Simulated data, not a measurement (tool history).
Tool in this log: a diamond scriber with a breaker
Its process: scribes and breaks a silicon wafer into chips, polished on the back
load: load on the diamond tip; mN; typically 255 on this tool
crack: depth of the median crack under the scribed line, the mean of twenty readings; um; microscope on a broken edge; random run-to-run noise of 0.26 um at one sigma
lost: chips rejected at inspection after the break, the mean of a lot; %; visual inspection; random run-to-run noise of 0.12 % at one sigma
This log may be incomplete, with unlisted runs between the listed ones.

run	day	load	wafers since the last listed run	hours since the diamond tip was replaced	hours since the load on the tip was calibrated	incoming depth of the damage left on the back of the incoming wafer, um	crack	lost
1	0	255	0	530.1	1247.1	0.04	12.17	5.04
2	1.329	255	74	562	1279	0.04	12.24	5.3
3	2.204	255	49	583	1300	0.05	12.14	7.17
4	3.392	255	66	611.5	1328.5	0.02	11.77	6.29
5	4.579	303	66	640	1357	0.02	12.7	2.95
6	5.646	314	60	665.6	1382.6	0.02	13.5	2.8
7	6.492	314	47	685.9	1402.9	0.03	13.11	2.88
8	7.912	314	80	720	1437	0.01	12.51	3.42
# day 11.392: diamond tip replaced by a new one
9	12.121	255	232	17.5	1538	0.02	13.98	1.86
10	12.888	255	43	35.9	1556.4	0.04	14.01	1.58
11	13.933	255	58	61	1581.5	0.04	14.05	1.89
12	15.062	255	63	88.1	1608.6	0.02	14.15	1.7
# day 17.117: load on the tip recalibrated
13	18.542	204	191	171.6	34.2	0.02	12.3	5.55
14	19.933	255	78	205	67.6	0.02	13.57	2.16
15	20.858	213	52	227.2	89.8	0.03	11.79	5.13
16	21.721	255	48	247.9	110.5	0.04	13	2.33
17	22.321	308	33	262.3	124.9	0.04	15.11	1.69
18	23.058	182	41	280	142.6	0.02	10.93	10.6
19	23.583	255	29	292.6	155.2	0.04	12.88	2.9
20	24.617	190	58	317.4	180	0.02	11.71	9.42
21	25.712	234	61	343.7	206.3	0.05	12.6	4.15
22	26.646	255	52	366.1	228.7	0.05	13.24	2.73
23	28.138	255	84	401.9	264.5	0.05	12.86	3.6
24	28.888	299	42	419.9	282.5	0.03	14.14	1.78
25	30.046	285	65	447.7	310.3	0.04	13.83	2.34

Some steps in crack, run to run, broken into two amounts with sign: the step expected even without the hidden condition (settings, incoming material, random variation), and the rest, left for the hidden condition together with whatever gauge scatter is not in both the measured and the hidden-condition-free result:
Hidden state present: share of the diamond tip's cutting effectiveness lost through wear, %; deviation of the load on the tip from its setpoint, %.
Run 4 -> 5: load 255 -> 303. crack +0.93 um: hidden state -0.3, all else +1.23.
Run 8 -> 9: load 314 -> 255, diamond tip replaced by a new one. crack +1.47 um: hidden state +2.77, all else -1.3.
Run 16 -> 17: load 255 -> 308. crack +2.11 um: hidden state -0.19, all else +2.3.
Run 17 -> 18: load 308 -> 182. crack -4.18 um: hidden state +0.24, all else -4.42.
